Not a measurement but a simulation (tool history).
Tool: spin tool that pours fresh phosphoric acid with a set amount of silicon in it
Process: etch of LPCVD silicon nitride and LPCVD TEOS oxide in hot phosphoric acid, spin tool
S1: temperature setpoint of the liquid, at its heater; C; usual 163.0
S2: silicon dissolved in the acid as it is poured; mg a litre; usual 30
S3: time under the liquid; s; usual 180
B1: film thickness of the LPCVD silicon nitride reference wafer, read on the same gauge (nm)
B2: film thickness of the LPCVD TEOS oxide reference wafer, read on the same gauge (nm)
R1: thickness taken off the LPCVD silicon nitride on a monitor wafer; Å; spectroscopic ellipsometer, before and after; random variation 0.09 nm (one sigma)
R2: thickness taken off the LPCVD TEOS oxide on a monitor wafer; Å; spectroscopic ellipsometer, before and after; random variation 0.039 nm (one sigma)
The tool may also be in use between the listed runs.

run   hour     S1  S2   S3     B1       B2     R1    R2
  1    0.0  163.0  30  210  79.98  130.011  216.3  3.80
  2   48.1  163.0  30  210  80.00  130.014  214.4  4.38
  3  109.8  163.0  30  180  79.98  129.978  184.8  3.05
  4  166.1  163.0  30  180  80.02  130.053  184.4  2.50
  5  238.7  163.0  30  180  80.01  130.038  183.3  3.08
  6  278.3  161.0  30  180  80.02  130.019  173.3  3.16
  7  326.6  163.0  30  105  79.97  130.002  107.3  1.75
  8  414.4  163.0  30  105  79.99  129.979  106.3  1.56
     414.7  -- gauge calibrated
  9  512.5  163.0  30  105  80.01  129.959  105.6  2.13
 10  570.1  163.0  30  180  80.00  130.003  180.1  3.10
     608.8  -- heated supply line repaired
 11  618.6  163.0  30  180  80.02  130.011  181.7  3.35
     634.3  -- dissolved silicon flow meter replaced
 12  661.4  161.5  47  180  80.06  130.038  171.8  0.96
 13  697.7  163.0  30  180  79.96  130.003  178.9  2.83

Forecast run 14:
 14  749.4  163.0  30  150   ?   ?   ?   ?

{"run 14": {"B1": 79.98, "B2": 130.021, "R1": 150.3, "R2": 2.18}}
Without the tool's hidden state the same run would have given R1 158.4 Å, R2 2.45 Å.

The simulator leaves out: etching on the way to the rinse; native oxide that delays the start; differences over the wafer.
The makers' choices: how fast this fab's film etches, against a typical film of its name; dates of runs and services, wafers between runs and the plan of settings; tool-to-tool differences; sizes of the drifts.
